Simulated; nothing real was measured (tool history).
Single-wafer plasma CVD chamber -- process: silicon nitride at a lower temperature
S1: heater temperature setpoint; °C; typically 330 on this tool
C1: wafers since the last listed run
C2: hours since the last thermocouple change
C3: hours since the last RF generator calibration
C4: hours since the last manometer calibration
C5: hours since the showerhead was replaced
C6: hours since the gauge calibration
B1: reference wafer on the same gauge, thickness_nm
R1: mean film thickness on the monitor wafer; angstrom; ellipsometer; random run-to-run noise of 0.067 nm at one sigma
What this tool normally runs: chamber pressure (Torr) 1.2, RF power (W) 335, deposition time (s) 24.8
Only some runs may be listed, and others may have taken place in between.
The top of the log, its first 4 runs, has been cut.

Run 5, hour 192.1: usual settings but deposition time (s) 21.6; C1 1568; C2 318.1; C3 1650.8; C4 2376.2; C5 3663.1; C6 108.4; B1 31.94. Result: R1 254.64 angstrom.
Run 6, hour 240.2: usual settings but deposition time (s) 21.6; C1 1654; C2 366.2; C3 1698.9; C4 2424.3; C5 3711.2; C6 156.5; B1 31.984. Result: R1 254.36 angstrom.
At hour 266.8: showerhead replaced.
Run 7, hour 285.9: usual settings but RF power (W) 360; C1 1296; C2 411.9; C3 1744.6; C4 2470; C5 19.1; C6 202.2; B1 32.023. Result: R1 305.29 angstrom.
Run 8, hour 331.7: usual settings but S1 322 °C, chamber pressure (Torr) 1.1, deposition time (s) 21.5; C1 1575; C2 457.7; C3 1790.4; C4 2515.8; C5 64.9; C6 248; B1 32.045. Result: R1 247.56 angstrom.
Run 9, hour 393.9: usual settings but S1 344 °C, chamber pressure (Torr) 1.05, deposition time (s) 29; C1 2139; C2 519.9; C3 1852.6; C4 2578; C5 127.1; C6 310.2; B1 32.106. Result: R1 326.26 angstrom.
Run 10, hour 451.4: usual settings; C1 1977; C2 577.4; C3 1910.1; C4 2635.5; C5 184.6; C6 367.7; B1 32.122. Result: R1 292.46 angstrom.
Run 11, hour 482.8: usual settings but RF power (W) 285, deposition time (s) 27; C1 1080; C2 608.8; C3 1941.5; C4 2666.9; C5 216; C6 399.1; B1 32.14. Result: R1 289.59 angstrom.
At hour 492.9: RF generator calibrated.
At hour 500.6: capacitance manometer re-zeroed and calibrated.
Run 12, hour 527.2: usual settings but RF power (W) 285, deposition time (s) 21.4; C1 986; C2 653.2; C3 34.3; C4 26.6; C5 260.4; C6 443.5; B1 32.15. Result: R1 229.29 angstrom.
Run 13, hour 582.3: usual settings but RF power (W) 365; C1 1895; C2 708.3; C3 89.4; C4 81.7; C5 315.5; C6 498.6; B1 32.17. Result: R1 308.01 angstrom.
Run 14, hour 612.1: usual settings but S1 325 °C, chamber pressure (Torr) 1.06, RF power (W) 270, deposition time (s) 20.8; C1 1025; C2 738.1; C3 119.2; C4 111.5; C5 345.3; C6 528.4; B1 32.205. Result: R1 209.6 angstrom.
Run 15, hour 648.1: usual settings but S1 335 °C, deposition time (s) 28.3; C1 1238; C2 774.1; C3 155.2; C4 147.5; C5 381.3; C6 564.4; B1 32.221. Result: R1 335.7 angstrom.
Run 16, hour 680.4: usual settings but RF power (W) 355, deposition time (s) 27.9; C1 1111; C2 806.4; C3 187.5; C4 179.8; C5 413.6; C6 596.7; B1 32.215. Result: R1 341.75 angstrom.
Run 17, hour 717.7: usual settings but RF power (W) 375; C1 1283; C2 843.7; C3 224.8; C4 217.1; C5 450.9; C6 634; B1 32.24. Result: R1 314.02 angstrom.
Run 18, hour 761.4: usual settings but S1 337 °C, chamber pressure (Torr) 1.01, RF power (W) 285; C1 1503; C2 887.4; C3 268.5; C4 260.8; C5 494.6; C6 677.7; B1 32.265. Result: R1 252.67 angstrom.
Run 19, hour 826.6: usual settings; C1 2242; C2 952.6; C3 333.7; C4 326; C5 559.8; C6 742.9; B1 32.279. Result: R1 293.23 angstrom.
Run 20, hour 888.1: usual settings but S1 338 °C, chamber pressure (Torr) 0.98, RF power (W) 400, deposition time (s) 29; C1 2115; C2 1014.1; C3 395.2; C4 387.5; C5 621.3; C6 804.4; B1 32.313. Result: R1 355.92 angstrom.
Run 21, hour 940.4: usual settings but RF power (W) 295; C1 1799; C2 1066.4; C3 447.5; C4 439.8; C5 673.6; C6 856.7; B1 32.301. Result: R1 273.77 angstrom.
Run 22, hour 972.6: usual settings but chamber pressure (Torr) 1.41; C1 1107; C2 1098.6; C3 479.7; C4 472; C5 705.8; C6 888.9; B1 32.308. Result: R1 309.08 angstrom.
Run 23, hour 1044: usual settings but S1 324 °C, chamber pressure (Torr) 0.98, RF power (W) 400, deposition time (s) 29.1; C1 2456; C2 1170; C3 551.1; C4 543.4; C5 777.2; C6 960.3; B1 32.317. Result: R1 361.1 angstrom.
Run 24, hour 1082.7: usual settings; C1 1331; C2 1208.7; C3 589.8; C4 582.1; C5 815.9; C6 999; B1 32.302. Result: R1 295.75 angstrom.
Run 25, hour 1192.6: usual settings but deposition time (s) 22.1; C1 3780; C2 1318.6; C3 699.7; C4 692; C5 925.8; C6 1108.9; B1 32.371. Result: R1 262.93 angstrom.
Run 26, hour 1220.4: usual settings but chamber pressure (Torr) 1.37, RF power (W) 310; C1 956; C2 1346.4; C3 727.5; C4 719.8; C5 953.6; C6 1136.7; B1 32.374. Result: R1 293.61 angstrom.
Run 27, hour 1262.3: usual settings but chamber pressure (Torr) 1.46; C1 1441; C2 1388.3; C3 769.4; C4 761.7; C5 995.5; C6 1178.6; B1 32.326. Result: R1 310.5 angstrom.
Run 28, hour 1296.4: usual settings but S1 325 °C; C1 1173; C2 1422.4; C3 803.5; C4 795.8; C5 1029.6; C6 1212.7; B1 32.384. Result: R1 296.07 angstrom.

Expected results for the next run?
Run 29, hour 1327.8: usual settings but chamber pressure (Torr) 1.35; C1 1080; C2 1453.8; C3 834.9; C4 827.2; C5 1061; C6 1244.1; B1 ?. Result: R1 ?.

B1: 32.373
R1: 305.39 angstrom
Take away the tool's hidden state, keep the run-to-run variation as it was, and the same run would have given R1 300.1 angstrom.
